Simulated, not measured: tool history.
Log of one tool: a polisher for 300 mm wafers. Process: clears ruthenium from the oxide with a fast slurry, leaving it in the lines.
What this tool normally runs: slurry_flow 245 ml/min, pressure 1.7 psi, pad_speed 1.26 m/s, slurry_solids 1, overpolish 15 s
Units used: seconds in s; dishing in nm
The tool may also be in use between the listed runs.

run   hour  slurry_flow  pressure  pad_speed  slurry_solids  overpolish  wafers since the last listed run  wafers polished on this pad  hours since the slurry nozzle was cleaned  hours since the head pressure was calibrated  hours since the slurry blender was calibrated  incoming thickness of the incoming film, nm  seconds  dishing
  1      0          245       1.7       1.26              1          15                                 0                          940                                      553.4                                         638.8                                          137.4                                        187.9     65.1     33.5
  2     23          245       1.7       1.26              1          15                               169                         1109                                      576.4                                         661.8                                          160.4                                        186.9     64.6     33.9
      57.1  -- worn pad replaced by a new one
  3  110.7          245       1.7       1.26              1          15                               615                          394                                      664.1                                         749.5                                          248.1                                        192.7     62.7     35.4
  4  127.9          195       1.7       1.26              1          15                               126                          520                                      681.3                                         766.7                                          265.3                                        192.4     65.1     34.1
  5  147.3          245       1.7       1.52              1          15                               142                          663                                      700.7                                         786.1                                          284.7                                        190.2     52.6     40.9
  6  169.4          245       1.2       1.26              1          15                               162                          826                                      722.8                                         808.2                                          306.8                                        190.3     92.2     24.8
     182.6  -- slurry nozzle cleaned
  7  183.1          245       1.2       1.26              1          15                                93                          919                                        0.5                                         821.9                                          320.5                                        189.9     89.8     24.8
  8  208.4          245       1.7       1.58              1          15                               186                         1105                                       25.8                                         847.2                                          345.8                                        186.6     50.6     42.9
     214.8  -- head pressure recalibrated
     234.1  -- slurry blender recalibrated
  9  242.9          245       1.7       1.26              1          15                               224                         1330                                       60.3                                          28.1                                            8.8                                        189.9     71.6     30.1
     262.3  -- worn pad replaced by a new one
 10  273.1          245       2.1       0.94              1          15                               192                           79                                       90.5                                          58.3                                             39                                          194     72.8     31.2
 11  306.2          245       1.7       1.26              1          15                               243                          322                                      123.6                                          91.4                                           72.1                                        189.8       67     32.8
 12  322.2          275       2.1       1.26              1          15                               117                          440                                      139.6                                         107.4                                           88.1                                        191.1     55.8     39.4
 13  351.4          245       1.7       1.26            0.9          15                               214                          655                                      168.8                                         136.6                                          117.3                                          191     74.4     30.2
 14  370.3          305       2.1       1.48           1.15          15                               139                          794                                      187.7                                         155.5                                          136.2                                        188.6     44.5     47.7
 15  389.1          290       1.7       0.88              1          15                               138                          932                                      206.5                                         174.3                                            155                                        189.6     98.9       23
 16  411.8          245       1.4       1.26           0.85          15                               166                         1099                                      229.2                                           197                                          177.7                                        189.7     91.3     24.3
 17  428.4          245       2.2       1.08              1          15                               122                         1221                                      245.8                                         213.6                                          194.3                                        192.6     65.6     34.5
     442.2  -- worn pad replaced by a new one
 18  458.4          245       1.7       1.26              1          15                               191                          119                                      275.8                                         243.6                                          224.3                                        188.2     63.8     34.6

Below, each run's measurement less what the same run would have read without the hidden state. Both values contain the same run-to-run variation, but the gauge's scatter may not be the same in both:
Hidden state present: removal rate lost through wear of the pad, %; slurry flow missing at the pad, %; deviation of the head's pressure from its setpoint, %; abrasive missing from the slurry, %.
run  seconds  dishing
  1     +2.9     -1.4
  2     +3.1     -1.6
  3     -0.8     +0.4
  4       +0       +0
  5     +0.6     -0.4
  6     +1.6     -0.5
  7     +1.9     -0.5
  8     +1.2       -1
  9     +9.5     -4.3
 10       +3     -1.2
 11     +5.3     -2.6
 12     +5.1     -3.6
 13     +7.9     -3.3
 14       +5     -5.3
 15    +11.5     -2.8
 16    +10.9     -3.1
 17     +7.9     -4.3
 18     +1.2     -0.6

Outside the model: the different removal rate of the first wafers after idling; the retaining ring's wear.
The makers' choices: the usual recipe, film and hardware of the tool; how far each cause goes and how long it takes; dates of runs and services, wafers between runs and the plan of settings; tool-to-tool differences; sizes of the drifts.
